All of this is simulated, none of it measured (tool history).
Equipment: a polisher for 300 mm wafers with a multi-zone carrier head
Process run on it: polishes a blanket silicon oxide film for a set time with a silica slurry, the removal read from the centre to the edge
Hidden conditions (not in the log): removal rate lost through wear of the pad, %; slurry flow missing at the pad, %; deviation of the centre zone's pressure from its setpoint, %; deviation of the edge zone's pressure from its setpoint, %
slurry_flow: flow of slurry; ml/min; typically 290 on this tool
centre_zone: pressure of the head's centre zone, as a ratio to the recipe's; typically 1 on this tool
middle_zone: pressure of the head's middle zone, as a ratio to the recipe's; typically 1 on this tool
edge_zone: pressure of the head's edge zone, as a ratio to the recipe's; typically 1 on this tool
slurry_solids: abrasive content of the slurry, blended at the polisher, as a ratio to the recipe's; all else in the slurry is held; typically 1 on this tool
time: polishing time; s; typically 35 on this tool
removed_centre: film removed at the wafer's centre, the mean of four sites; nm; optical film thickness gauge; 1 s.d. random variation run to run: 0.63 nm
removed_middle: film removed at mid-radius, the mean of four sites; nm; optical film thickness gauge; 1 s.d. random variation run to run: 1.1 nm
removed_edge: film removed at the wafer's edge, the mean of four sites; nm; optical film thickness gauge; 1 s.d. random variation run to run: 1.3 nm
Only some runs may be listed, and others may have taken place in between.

run    hour  slurry_flow  centre_zone  middle_zone  edge_zone  slurry_solids  time  wafers since the last listed run  wafers polished on this pad  hours since the slurry nozzle was cleaned  hours since the centre zone pressure was calibrated  hours since the edge zone pressure was calibrated  hours since the carrier head's membrane was replaced  incoming thickness of the incoming film, nm  removed_centre  removed_middle  removed_edge
  1       0          290            1            1          1              1    35                                 0                         3275                                      606.2                                                368.5                                              270.8                                                1234.3                                       1128.9            99.8             100          98.7
  2      46          325            1            1          1              1    35                               556                         3831                                      652.2                                                414.5                                              316.8                                                1280.3                                       1123.6            99.3           100.4          99.3
  3      90          325            1            1          1              1    35                               532                         4363                                      696.2                                                458.5                                              360.8                                                1324.3                                       1105.7            98.9           103.7         100.6
       97.7  -- worn pad replaced by a new one
        101  -- edge zone pressure recalibrated
      109.5  -- slurry nozzle cleaned
      110.8  -- carrier head's membrane replaced by a new one
  4   144.1          325            1            1          1              1    35                               554                          509                                       34.6                                                512.6                                               43.1                                                  33.3                                       1109.1            99.9           103.4         101.9
  5   268.3          290            1            1          1              1    35                              1502                         2011                                      158.8                                                636.8                                              167.3                                                 157.5                                       1116.2            99.4           100.2         100.8
  6   293.1          290            1            1          1              1    35                               299                         2311                                      183.6                                                661.6                                              192.1                                                 182.3                                         1110            99.8           102.2         100.3
  7   354.5          290            1            1          1              1    35                               742                         3054                                        245                                                  723                                              253.5                                                 243.7                                       1125.8            99.2            99.6         101.9
      386.4  -- centre zone pressure recalibrated
  8   414.5          290            1         1.09          1              1    35                               701                         3755                                        305                                                 28.1                                              313.5                                                 303.7                                       1105.7            99.7           107.9          99.8
      430.3  -- edge zone pressure recalibrated
      478.7  -- worn pad replaced by a new one
  9   479.2          290            1            1          1              1    35                               709                            5                                      369.7                                                 92.8                                               48.9                                                 368.4                                       1107.4            98.2           101.9            98
 10   507.7          220         0.89          0.9          1           1.15    35                               344                          350                                      398.2                                                121.3                                               77.4                                                 396.9                                       1097.5            89.7            94.2         101.4
 11   562.5          290         0.88            1       1.03              1    35                               662                         1013                                        453                                                176.1                                              132.2                                                 451.7                                       1096.3            88.4           101.4         102.3
 12   622.7          290         0.88         1.04        1.1              1    35                               728                         1741                                      513.2                                                236.3                                              192.4                                                 511.9                                       1125.6            88.3           102.6         101.4
 13     666          290            1            1       0.96              1    35                               523                         2264                                      556.5                                                279.6                                              235.7                                                 555.2                                       1098.4            99.2           101.5          99.4
      718.7  -- slurry nozzle cleaned
 14   719.2          290         0.96            1        1.1           0.75    42                               631                         2896                                        0.5                                                332.8                                              288.9                                                 608.4                                       1122.2           105.3           110.4         116.6
 15     770          290         1.12         0.97          1              1    35                               614                         3510                                       51.3                                                383.6                                              339.7                                                 659.2                                       1108.3           109.1            98.5          99.4
      789.3  -- worn pad replaced by a new one
 16     822          235         1.07         1.07        0.9              1    35                               580                          395                                      103.3                                                435.6                                              391.7                                                 711.2                                       1133.5           101.4           103.7          94.8
      827.2  -- edge zone pressure recalibrated
 17   883.1          325            1            1          1              1    35                               714                         1110                                      164.4                                                496.7                                               55.9                                                 772.3                                       1121.1           100.6           100.9         101.1
      966.2  -- centre zone pressure recalibrated
 18  1078.5          290            1         1.07       1.12              1    35                              2338                         3449                                      359.8                                                112.3                                              251.3                                                 967.7                                         1121            98.7           105.6         104.5
     1108.8  -- worn pad replaced by a new one
 19  1122.2          370            1         1.03       1.03              1    35                               480                          162                                      403.5                                                  156                                                295                                                1011.4                                       1107.8           101.1           106.1         100.4
 20  1182.8          225            1            1          1           1.15    35                               732                          895                                      464.1                                                216.6                                              355.6                                                  1072                                         1115           100.6           101.7         101.4
     1204.8  -- carrier head's membrane replaced by a new one
     1235.8  -- edge zone pressure recalibrated
 21  1245.2          290            1            1          1              1    35                               670                         1565                                      526.5                                                  279                                                9.4                                                  40.4                                       1124.9            98.8           101.4         100.5
 22  1301.5          290            1            1       0.92              1    27                               680                         2246                                      582.8                                                335.3                                               65.7                                                  96.7                                       1101.1            76.7              78          73.3

3 ways to go on from here, each from the tool as it stands after run 22. What would each give?
  A  1301.9          290            1            1          1              1    35                                 4                         2250                                      583.2                                                335.7                                               66.1                                                  97.1                                       1110.8               ?               ?             ?
  B  1301.9          290            1         1.12          1              1    27                                 4                         2250                                      583.2                                                335.7                                               66.1                                                  97.1                                       1110.8               ?               ?             ?
  C  1301.9          290         0.95            1       1.06              1    35                                 4                         2250                                      583.2                                                335.7                                               66.1                                                  97.1                                       1110.8               ?               ?             ?

run  removed_centre  removed_middle  removed_edge
  A            99.6            99.9         101.1
  B            76.9            84.3          77.9
  C            95.4            99.9         103.6
Without the tool's hidden state the same runs would have given:
run  removed_centre  removed_middle  removed_edge
  A            99.6            99.9         101.1
  B            76.9            84.3          77.9
  C            95.4            99.9         103.6
